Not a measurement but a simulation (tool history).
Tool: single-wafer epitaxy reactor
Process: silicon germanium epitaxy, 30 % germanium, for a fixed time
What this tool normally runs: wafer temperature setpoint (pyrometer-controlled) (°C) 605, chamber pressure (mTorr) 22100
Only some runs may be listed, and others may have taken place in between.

run,hour,wafer temperature setpoint (pyrometer-controlled) (°C),chamber pressure (mTorr),wafers since the last listed run,hours since the last pyrometer calibration,hours since the last manometer calibration,hours since the showerhead was replaced,hours since the gauge calibration,"read-back reference wafer on the same gauge, thickness_nm",mean film thickness on the monitor wafer (angstrom)
1,0.0,595,18200,0,1389.0,384.4,2100.3,1638.3,72.931,531.71
2,42.1,602,20000,723,1431.1,426.5,2142.4,1680.4,72.932,615.46
3,133.4,605,22100,1568,1522.4,517.8,2233.7,1771.7,72.920,678.95
4,177.0,605,22100,748,1566.0,561.4,2277.3,1815.3,72.933,670.72
5,238.9,605,22100,1063,1627.9,623.3,2339.2,1877.2,72.982,668.95
6,282.9,605,22100,755,1671.9,667.3,2383.2,1921.2,72.942,671.83
7,361.9,605,22100,1356,1750.9,746.3,2462.2,2000.2,72.922,672.99
8,414.1,605,22100,896,1803.1,798.5,2514.4,2052.4,72.897,673.04
9,530.5,605,22100,1999,1919.5,914.9,2630.8,2168.8,72.770,670.88
10,575.7,605,17800,776,1964.7,960.1,2676.0,2214.0,72.882,613.15
# hour 606.0: pyrometer calibrated
11,643.8,605,17800,1032,37.8,1028.2,2744.1,2282.1,72.866,613.98
12,748.9,605,23900,1805,142.9,1133.3,2849.2,2387.2,72.985,696.00
13,795.1,605,19700,793,189.1,1179.5,2895.4,2433.4,72.909,646.54
14,866.1,595,17500,1219,260.1,1250.5,2966.4,2504.4,73.030,517.60
15,956.4,592,27000,1551,350.4,1340.8,3056.7,2594.7,73.031,591.23
# hour 975.0: capacitance manometer re-zeroed and calibrated
16,1044.6,605,16900,1377,438.6,69.6,3144.9,2682.9,72.936,599.01
17,1128.2,605,22100,1435,522.2,153.2,3228.5,2766.5,72.860,672.70
18,1164.9,602,20000,630,558.9,189.9,3265.2,2803.2,72.968,611.92
# hour 1227.3: gauge calibrated
19,1228.8,614,20700,1097,622.8,253.8,3329.1,1.5,72.933,755.59
20,1284.0,599,26200,948,678.0,309.0,3384.3,56.7,72.903,654.06
21,1362.6,596,19300,1350,756.6,387.6,3462.9,135.3,73.099,550.50
22,1464.6,605,18100,1751,858.6,489.6,3564.9,237.3,72.868,619.87
23,1554.8,591,26800,1549,948.8,579.8,3655.1,327.5,72.843,580.76
24,1594.4,613,20300,680,988.4,619.4,3694.7,367.1,72.875,742.68
25,1701.4,605,22100,1837,1095.4,726.4,3801.7,474.1,72.951,679.93
26,1772.8,614,22100,1226,1166.8,797.8,3873.1,545.5,72.938,785.65
# hour 1809.7: showerhead replaced
27,1875.9,605,24400,1633,1269.9,900.9,66.2,648.6,72.973,700.62
28,1921.5,609,16700,783,1315.5,946.5,111.8,694.2,72.892,641.59
29,1984.7,613,25600,1085,1378.7,1009.7,175.0,757.4,72.810,819.83
30,2051.9,605,22100,1154,1445.9,1076.9,242.2,824.6,72.830,674.72
31,2113.6,598,25400,1059,1507.6,1138.6,303.9,886.3,72.844,636.91
32,2190.5,605,22100,1320,1584.5,1215.5,380.8,963.2,72.833,670.62
# hour 2217.2: capacitance manometer re-zeroed and calibrated
33,2292.4,618,18900,1612,1686.4,75.2,482.7,1065.1,72.742,779.61
34,2379.0,609,25500,1487,1773.0,161.8,569.3,1151.7,72.881,763.15
35,2441.3,605,25000,1070,1835.3,224.1,631.6,1214.0,72.868,716.40
36,2509.3,595,23700,1167,1903.3,292.1,699.6,1282.0,72.850,585.63

Here are 3 independent what-if runs from the current tool condition. What would each one return?
A,2509.7,605,22100,6,1903.7,292.5,700.0,1282.4,?,?
B,2509.7,605,17000,6,1903.7,292.5,700.0,1282.4,?,?
C,2509.7,605,27100,6,1903.7,292.5,700.0,1282.4,?,?

run,"read-back reference wafer on the same gauge, thickness_nm",mean film thickness on the monitor wafer (angstrom)
A,73.004,673.30
B,73.004,601.40
C,73.004,734.08
What these runs would have given with no unlogged condition in the tool:
run,mean film thickness on the monitor wafer (angstrom)
A,673.30
B,601.40
C,734.08
